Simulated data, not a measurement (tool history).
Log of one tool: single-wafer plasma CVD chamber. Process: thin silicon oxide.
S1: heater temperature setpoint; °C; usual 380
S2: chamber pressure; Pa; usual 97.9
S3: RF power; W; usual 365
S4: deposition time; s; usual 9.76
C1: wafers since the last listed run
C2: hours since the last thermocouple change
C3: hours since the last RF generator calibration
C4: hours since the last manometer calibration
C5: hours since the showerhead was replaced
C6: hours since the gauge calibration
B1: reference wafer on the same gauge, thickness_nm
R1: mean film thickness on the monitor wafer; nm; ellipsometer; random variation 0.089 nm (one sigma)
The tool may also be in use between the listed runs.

{"run": 1, "hour": 0.0, "S1": 380, "S2": 97.9, "S3": 365, "S4": 9.76, "C1": 0, "C2": 445.1, "C3": 351.4, "C4": 213.1, "C5": 3273.3, "C6": 329.9, "B1": 15.517, "R1": 18.657}
{"run": 2, "hour": 66.6, "S1": 380, "S2": 87.3, "S3": 365, "S4": 9.76, "C1": 1987, "C2": 511.7, "C3": 418.0, "C4": 279.7, "C5": 3339.9, "C6": 396.5, "B1": 15.506, "R1": 16.477}
{"run": 3, "hour": 177.4, "S1": 380, "S2": 87.3, "S3": 365, "S4": 9.76, "C1": 3306, "C2": 622.5, "C3": 528.8, "C4": 390.5, "C5": 3450.7, "C6": 507.3, "B1": 15.491, "R1": 16.218}
{"run": 4, "hour": 207.7, "S1": 380, "S2": 97.9, "S3": 365, "S4": 9.76, "C1": 904, "C2": 652.8, "C3": 559.1, "C4": 420.8, "C5": 3481.0, "C6": 537.6, "B1": 15.494, "R1": 18.362}
{"run": 5, "hour": 258.9, "S1": 380, "S2": 97.9, "S3": 365, "S4": 9.76, "C1": 1527, "C2": 704.0, "C3": 610.3, "C4": 472.0, "C5": 3532.2, "C6": 588.8, "B1": 15.487, "R1": 18.206}
{"run": 6, "hour": 316.6, "S1": 380, "S2": 97.9, "S3": 365, "S4": 9.76, "C1": 1721, "C2": 761.7, "C3": 668.0, "C4": 529.7, "C5": 3589.9, "C6": 646.5, "B1": 15.52, "R1": 18.211}
{"run": 7, "hour": 343.3, "S1": 380, "S2": 97.9, "S3": 365, "S4": 9.76, "C1": 796, "C2": 788.4, "C3": 694.7, "C4": 556.4, "C5": 3616.6, "C6": 673.2, "B1": 15.489, "R1": 18.146}
{"run": 8, "hour": 380.5, "S1": 380, "S2": 97.9, "S3": 365, "S4": 9.26, "C1": 1110, "C2": 825.6, "C3": 731.9, "C4": 593.6, "C5": 3653.8, "C6": 710.4, "B1": 15.498, "R1": 17.052}
{"run": 9, "hour": 413.3, "S1": 380, "S2": 97.9, "S3": 365, "S4": 9.26, "C1": 978, "C2": 858.4, "C3": 764.7, "C4": 626.4, "C5": 3686.6, "C6": 743.2, "B1": 15.507, "R1": 17.35}
{"run": 10, "hour": 473.6, "S1": 380, "S2": 97.9, "S3": 365, "S4": 9.26, "C1": 1799, "C2": 918.7, "C3": 825.0, "C4": 686.7, "C5": 3746.9, "C6": 803.5, "B1": 15.48, "R1": 17.242}
{"run": 11, "hour": 508.2, "S1": 380, "S2": 97.9, "S3": 365, "S4": 9.76, "C1": 1032, "C2": 953.3, "C3": 859.6, "C4": 721.3, "C5": 3781.5, "C6": 838.1, "B1": 15.489, "R1": 18.12}
{"hour": 565.3, "done": "thermocouple changed; heater temperature recalibrated"}
{"run": 12, "hour": 568.0, "S1": 380, "S2": 97.9, "S3": 365, "S4": 9.76, "C1": 1545, "C2": 2.7, "C3": 919.4, "C4": 781.1, "C5": 3841.3, "C6": 897.9, "B1": 15.5, "R1": 17.992}
{"run": 13, "hour": 633.7, "S1": 380, "S2": 97.9, "S3": 365, "S4": 9.76, "C1": 1960, "C2": 68.4, "C3": 985.1, "C4": 846.8, "C5": 3907.0, "C6": 963.6, "B1": 15.488, "R1": 17.99}
{"hour": 634.3, "done": "gauge calibrated"}
{"hour": 665.0, "done": "RF generator calibrated"}
{"hour": 692.0, "done": "showerhead replaced, of another model than before"}
{"run": 14, "hour": 698.8, "S1": 380, "S2": 97.9, "S3": 365, "S4": 11.59, "C1": 1465, "C2": 133.5, "C3": 33.8, "C4": 911.9, "C5": 6.8, "C6": 64.5, "B1": 15.498, "R1": 22.07}
{"run": 15, "hour": 763.2, "S1": 389, "S2": 97.9, "S3": 365, "S4": 9.76, "C1": 1921, "C2": 197.9, "C3": 98.2, "C4": 976.3, "C5": 71.2, "C6": 128.9, "B1": 15.497, "R1": 18.475}
{"run": 16, "hour": 828.7, "S1": 380, "S2": 87.2, "S3": 405, "S4": 9.76, "C1": 1954, "C2": 263.4, "C3": 163.7, "C4": 1041.8, "C5": 136.7, "C6": 194.4, "B1": 15.492, "R1": 17.767}
{"run": 17, "hour": 853.3, "S1": 380, "S2": 97.9, "S3": 365, "S4": 9.76, "C1": 734, "C2": 288.0, "C3": 188.3, "C4": 1066.4, "C5": 161.3, "C6": 219.0, "B1": 15.485, "R1": 18.587}
{"run": 18, "hour": 893.5, "S1": 372, "S2": 112.7, "S3": 385, "S4": 9.11, "C1": 1199, "C2": 328.2, "C3": 228.5, "C4": 1106.6, "C5": 201.5, "C6": 259.2, "B1": 15.506, "R1": 18.827}
{"run": 19, "hour": 957.9, "S1": 380, "S2": 97.9, "S3": 365, "S4": 9.76, "C1": 1921, "C2": 392.6, "C3": 292.9, "C4": 1171.0, "C5": 265.9, "C6": 323.6, "B1": 15.503, "R1": 18.422}
{"hour": 966.7, "done": "capacitance manometer re-zeroed and calibrated"}
{"run": 20, "hour": 997.1, "S1": 380, "S2": 97.9, "S3": 365, "S4": 9.76, "C1": 931, "C2": 431.8, "C3": 332.1, "C4": 30.4, "C5": 305.1, "C6": 362.8, "B1": 15.485, "R1": 19.422}
{"run": 21, "hour": 1025.1, "S1": 389, "S2": 79.1, "S3": 410, "S4": 9.76, "C1": 835, "C2": 459.8, "C3": 360.1, "C4": 58.4, "C5": 333.1, "C6": 390.8, "B1": 15.495, "R1": 17.557}
{"run": 22, "hour": 1089.3, "S1": 380, "S2": 97.9, "S3": 365, "S4": 9.76, "C1": 1915, "C2": 524.0, "C3": 424.3, "C4": 122.6, "C5": 397.3, "C6": 455.0, "B1": 15.499, "R1": 19.259}
{"run": 23, "hour": 1119.9, "S1": 380, "S2": 74.9, "S3": 365, "S4": 9.76, "C1": 913, "C2": 554.6, "C3": 454.9, "C4": 153.2, "C5": 427.9, "C6": 485.6, "B1": 15.488, "R1": 16.741}
{"run": 24, "hour": 1150.6, "S1": 380, "S2": 97.9, "S3": 365, "S4": 9.76, "C1": 916, "C2": 585.3, "C3": 485.6, "C4": 183.9, "C5": 458.6, "C6": 516.3, "B1": 15.497, "R1": 18.947}
{"run": 25, "hour": 1182.9, "S1": 368, "S2": 120.8, "S3": 305, "S4": 11.52, "C1": 963, "C2": 617.6, "C3": 517.9, "C4": 216.2, "C5": 490.9, "C6": 548.6, "B1": 15.494, "R1": 24.773}
{"run": 26, "hour": 1226.2, "S1": 374, "S2": 97.9, "S3": 410, "S4": 11.6, "C1": 1292, "C2": 660.9, "C3": 561.2, "C4": 259.5, "C5": 534.2, "C6": 591.9, "B1": 15.497, "R1": 22.787}

5 ways to go on from here, each from the tool as it stands after run 26. What would each give?
{"run": "A", "hour": 1226.6, "S1": 380, "S2": 97.9, "S3": 365, "S4": 8.72, "C1": 11, "C2": 661.3, "C3": 561.6, "C4": 259.9, "C5": 534.6, "C6": 592.3, "B1": "?", "R1": "?"}
{"run": "B", "hour": 1226.6, "S1": 380, "S2": 84.3, "S3": 315, "S4": 9.76, "C1": 11, "C2": 661.3, "C3": 561.6, "C4": 259.9, "C5": 534.6, "C6": 592.3, "B1": "?", "R1": "?"}
{"run": "C", "hour": 1226.6, "S1": 366, "S2": 121.2, "S3": 390, "S4": 8.16, "C1": 11, "C2": 661.3, "C3": 561.6, "C4": 259.9, "C5": 534.6, "C6": 592.3, "B1": "?", "R1": "?"}
{"run": "D", "hour": 1226.6, "S1": 376, "S2": 97.9, "S3": 365, "S4": 8.34, "C1": 11, "C2": 661.3, "C3": 561.6, "C4": 259.9, "C5": 534.6, "C6": 592.3, "B1": "?", "R1": "?"}
{"run": "E", "hour": 1226.6, "S1": 380, "S2": 74.5, "S3": 395, "S4": 9.15, "C1": 11, "C2": 661.3, "C3": 561.6, "C4": 259.9, "C5": 534.6, "C6": 592.3, "B1": "?", "R1": "?"}

run=A B1=15.521 R1=16.853
run=B B1=15.521 R1=17.158
run=C B1=15.521 R1=17.927
run=D B1=15.521 R1=16.158
run=E B1=15.521 R1=15.584
Without the tool's hidden state the same runs would have given:
run=A R1=17.074
run=B R1=17.393
run=C R1=18.144
run=D R1=16.369
run=E R1=15.798
